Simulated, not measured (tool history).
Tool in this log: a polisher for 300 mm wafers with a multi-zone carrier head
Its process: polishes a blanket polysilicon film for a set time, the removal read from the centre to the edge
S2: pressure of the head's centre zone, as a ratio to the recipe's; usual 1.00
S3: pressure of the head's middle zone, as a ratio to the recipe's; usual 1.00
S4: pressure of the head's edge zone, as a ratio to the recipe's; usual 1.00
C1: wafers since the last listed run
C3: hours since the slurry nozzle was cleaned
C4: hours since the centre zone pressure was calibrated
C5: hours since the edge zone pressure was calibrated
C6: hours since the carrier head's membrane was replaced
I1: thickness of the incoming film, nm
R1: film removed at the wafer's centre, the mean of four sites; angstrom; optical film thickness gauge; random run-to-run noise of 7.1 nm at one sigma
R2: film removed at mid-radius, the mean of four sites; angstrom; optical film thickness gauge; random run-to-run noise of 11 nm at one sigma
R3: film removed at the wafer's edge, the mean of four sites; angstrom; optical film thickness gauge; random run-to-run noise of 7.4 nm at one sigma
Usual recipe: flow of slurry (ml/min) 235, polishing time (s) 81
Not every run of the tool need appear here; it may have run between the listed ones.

run 1 hour=0.0 | flow_of_slurry_(ml/min)=235 S2=1.09 S3=1.00 S4=1.00 polishing_time_(s)=100 | C1=0 wafers_polished_on_this_pad=280 C3=210.3 C4=961.9 C5=771.5 C6=1409.6 | I1=2225.0 | R1=10530 R2=9609 R3=9890
run 2 hour=16.4 | flow_of_slurry_(ml/min)=235 S2=1.09 S3=1.00 S4=1.00 polishing_time_(s)=100 | C1=196 wafers_polished_on_this_pad=477 C3=226.7 C4=978.3 C5=787.9 C6=1426.0 | I1=2304.7 | R1=10506 R2=9531 R3=9783
run 3 hour=27.0 | flow_of_slurry_(ml/min)=235 S2=1.00 S3=1.09 S4=1.00 polishing_time_(s)=103 | C1=127 wafers_polished_on_this_pad=604 C3=237.3 C4=988.9 C5=798.5 C6=1436.6 | I1=2269.4 | R1=9796 R2=10817 R3=10159
run 4 hour=35.6 | flow_of_slurry_(ml/min)=235 S2=1.03 S3=1.00 S4=1.00 polishing_time_(s)=81 | C1=103 wafers_polished_on_this_pad=707 C3=245.9 C4=997.5 C5=807.1 C6=1445.2 | I1=2275.9 | R1=8094 R2=7886 R3=7925
-- hour=46.6 worn pad replaced by a new one
run 5 hour=79.8 | flow_of_slurry_(ml/min)=235 S2=1.00 S3=1.00 S4=1.00 polishing_time_(s)=59 | C1=481 wafers_polished_on_this_pad=397 C3=290.1 C4=1041.7 C5=851.3 C6=1489.4 | I1=2279.0 | R1=5644 R2=5676 R3=5847
run 6 hour=89.8 | flow_of_slurry_(ml/min)=235 S2=1.00 S3=1.00 S4=1.00 polishing_time_(s)=81 | C1=119 wafers_polished_on_this_pad=517 C3=300.1 C4=1051.7 C5=861.3 C6=1499.4 | I1=2279.8 | R1=7654 R2=7924 R3=7922
-- hour=102.1 centre zone pressure recalibrated
run 7 hour=103.0 | flow_of_slurry_(ml/min)=235 S2=1.00 S3=1.00 S4=1.00 polishing_time_(s)=81 | C1=134 wafers_polished_on_this_pad=651 C3=313.3 C4=0.9 C5=874.5 C6=1512.6 | I1=2268.3 | R1=7588 R2=7816 R3=7793
-- hour=115.2 worn pad replaced by a new one
run 8 hour=115.7 | flow_of_slurry_(ml/min)=235 S2=1.00 S3=1.00 S4=1.00 polishing_time_(s)=81 | C1=104 wafers_polished_on_this_pad=5 C3=326.0 C4=13.6 C5=887.2 C6=1525.3 | I1=2255.1 | R1=7653 R2=7683 R3=8044
run 9 hour=121.7 | flow_of_slurry_(ml/min)=235 S2=1.00 S3=1.00 S4=1.00 polishing_time_(s)=81 | C1=71 wafers_polished_on_this_pad=77 C3=332.0 C4=19.6 C5=893.2 C6=1531.3 | I1=2275.8 | R1=7653 R2=7583 R3=7789
run 10 hour=130.3 | flow_of_slurry_(ml/min)=235 S2=1.00 S3=1.00 S4=1.00 polishing_time_(s)=81 | C1=103 wafers_polished_on_this_pad=180 C3=340.6 C4=28.2 C5=901.8 C6=1539.9 | I1=2240.7 | R1=7591 R2=7430 R3=7797
run 11 hour=144.6 | flow_of_slurry_(ml/min)=235 S2=0.91 S3=1.00 S4=1.00 polishing_time_(s)=81 | C1=171 wafers_polished_on_this_pad=351 C3=354.9 C4=42.5 C5=916.1 C6=1554.2 | I1=2248.1 | R1=6780 R2=7556 R3=7790
-- hour=158.9 carrier head's membrane replaced by a new one, of another model than before
run 12 hour=159.4 | flow_of_slurry_(ml/min)=235 S2=0.89 S3=1.00 S4=1.00 polishing_time_(s)=81 | C1=117 wafers_polished_on_this_pad=469 C3=369.7 C4=57.3 C5=930.9 C6=0.5 | I1=2248.7 | R1=6166 R2=7515 R3=7723
run 13 hour=174.0 | flow_of_slurry_(ml/min)=235 S2=1.00 S3=0.93 S4=1.00 polishing_time_(s)=81 | C1=175 wafers_polished_on_this_pad=644 C3=384.3 C4=71.9 C5=945.5 C6=15.1 | I1=2270.4 | R1=7414 R2=6932 R3=7751
run 14 hour=183.0 | flow_of_slurry_(ml/min)=235 S2=1.00 S3=1.00 S4=1.03 polishing_time_(s)=105 | C1=107 wafers_polished_on_this_pad=752 C3=393.3 C4=80.9 C5=954.5 C6=24.1 | I1=2256.6 | R1=9733 R2=9887 R3=10265
-- hour=190.5 worn pad replaced by a new one
-- hour=190.9 slurry nozzle cleaned
run 15 hour=194.8 | flow_of_slurry_(ml/min)=235 S2=1.00 S3=1.00 S4=1.00 polishing_time_(s)=81 | C1=88 wafers_polished_on_this_pad=46 C3=3.9 C4=92.7 C5=966.3 C6=35.9 | I1=2261.9 | R1=7991 R2=8187 R3=8098

Run 16, settings as shown, results not yet in. Your forecast:
-- hour=205.7 edge zone pressure recalibrated
run 16 hour=206.7 | flow_of_slurry_(ml/min)=235 S2=1.06 S3=1.00 S4=0.95 polishing_time_(s)=94 | C1=118 wafers_polished_on_this_pad=165 C3=15.8 C4=104.6 C5=1.0 C6=47.8 | I1=2287.0 | R1=? R2=? R3=?

{"run 16": {"R1": 10266, "R2": 9131, "R3": 9005}}
On a tool with no hidden condition, and with the same random variation, this run would have come out at R1 10423 angstrom, R2 9257 angstrom, R3 9098 angstrom.
